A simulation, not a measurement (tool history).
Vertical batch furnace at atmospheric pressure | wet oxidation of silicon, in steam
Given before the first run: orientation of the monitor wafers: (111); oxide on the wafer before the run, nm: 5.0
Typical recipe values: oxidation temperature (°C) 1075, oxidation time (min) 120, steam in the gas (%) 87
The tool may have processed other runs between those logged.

run	hour	oxidation temperature (°C)	oxidation time (min)	steam in the gas (%)	read-back reference wafer on the same gauge, thickness	oxide thickness on the monitor wafer (nm)
1	0	1075	120	87	782.21	899.13
2	34.2	1075	120	87	782.87	899.78
3	69.5	1075	120	84	781.59	879.25
4	102.3	1075	120	84	781.84	880.98
5	130.1	1075	120	87	781.67	898.54
6	162	1075	120	87	779.67	901.4
7	190.1	1075	120	87	780.25	891.3
8	205.3	1075	166.5	87	781.43	1073.1
9	224.2	1075	166.5	87	780.98	1078.75
# hour 270.6: thermocouples replaced and temperature profile calibrated
# hour 278: steam generator serviced
10	278.5	1075	166.5	87	779.33	1073.75
11	285.2	1075	120	87	781.52	904.68
12	295.4	1075	120	87	780.42	903.52
13	316.7	1075	120	87	779.33	895.41
14	335.5	1075	120	87	782.83	890.48
15	351.1	1075	120	87	779.65	889.79
16	382.3	1075	120	87	778.25	890.39
17	407.8	1080	120	85	779.93	902.36
18	442.5	1075	120	95	780.24	942.4
19	462	1050	90	87	778.08	703.32
20	492.5	1089	146.5	83	780.33	1016
21	554.7	1075	120	87	778.8	897.23

What will run 22 give?
# hour 564.4: gauge calibrated
22	589.4	1094	162	81	?	?

read-back reference wafer on the same gauge, thickness: 799.67
oxide thickness on the monitor wafer (nm): 1103.84
Had the tool carried no hidden state, the very same run would have given oxide thickness on the monitor wafer (nm) 1106.19.
